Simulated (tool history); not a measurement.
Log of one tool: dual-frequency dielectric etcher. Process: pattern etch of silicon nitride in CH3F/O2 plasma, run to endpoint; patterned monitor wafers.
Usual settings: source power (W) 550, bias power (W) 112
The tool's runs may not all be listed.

run,day,source power (W),bias power (W),"incoming incoming film thickness, nm",endpoint time (s)
1,0,550,112,57.1,44.9
2,0.375,550,112,56.9,44.8
3,0.646,550,112,56.2,44.2
4,2.671,550,112,56.9,44.9
5,3.829,550,112,57,44.6
6,4.238,550,112,56.9,44.6
# day 4.525: source power generator calibrated
7,4.854,550,112,56.6,44.4
8,5.258,550,112,57.2,44.8
# day 6.029: bias power generator calibrated
# day 6.579: upper electrode replaced, of another model than before
9,6.6,460,124,57.3,47.4
10,6.679,460,124,57,47
11,7.092,460,124,56.7,47
12,7.362,420,139,56.3,46.7
13,7.825,550,112,56.7,43.9
14,8.388,420,112,57.1,51
15,9.075,420,88,57.1,56.1
16,9.808,550,112,57.3,44.5
17,10.521,500,100,56.5,48.6
18,11.204,600,112,56.8,42.7
19,11.462,680,127,56.6,38
# day 12.508: wet clean of the chamber
20,12.529,550,112,56.9,45.4
21,13.038,500,112,56.6,47.3
22,13.292,550,112,57.3,45.6
23,14.004,430,112,56.1,50.4
24,14.671,420,88,57.2,57.1
25,15.321,490,100,56.6,49.8
26,15.979,550,122,56.8,44
27,16.608,500,140,56.8,43.3
28,17.258,550,112,56.8,44.8
29,17.638,620,132,56.9,39.7
30,18.267,440,140,56.5,46.1
31,18.954,550,112,57.3,45.7

Forecast run 32:
32,19.392,430,96,56.6,?

{"run 32": {"endpoint time (s)": 54.3}}
Without the tool's hidden state the same run would have given endpoint time (s) 54.5.
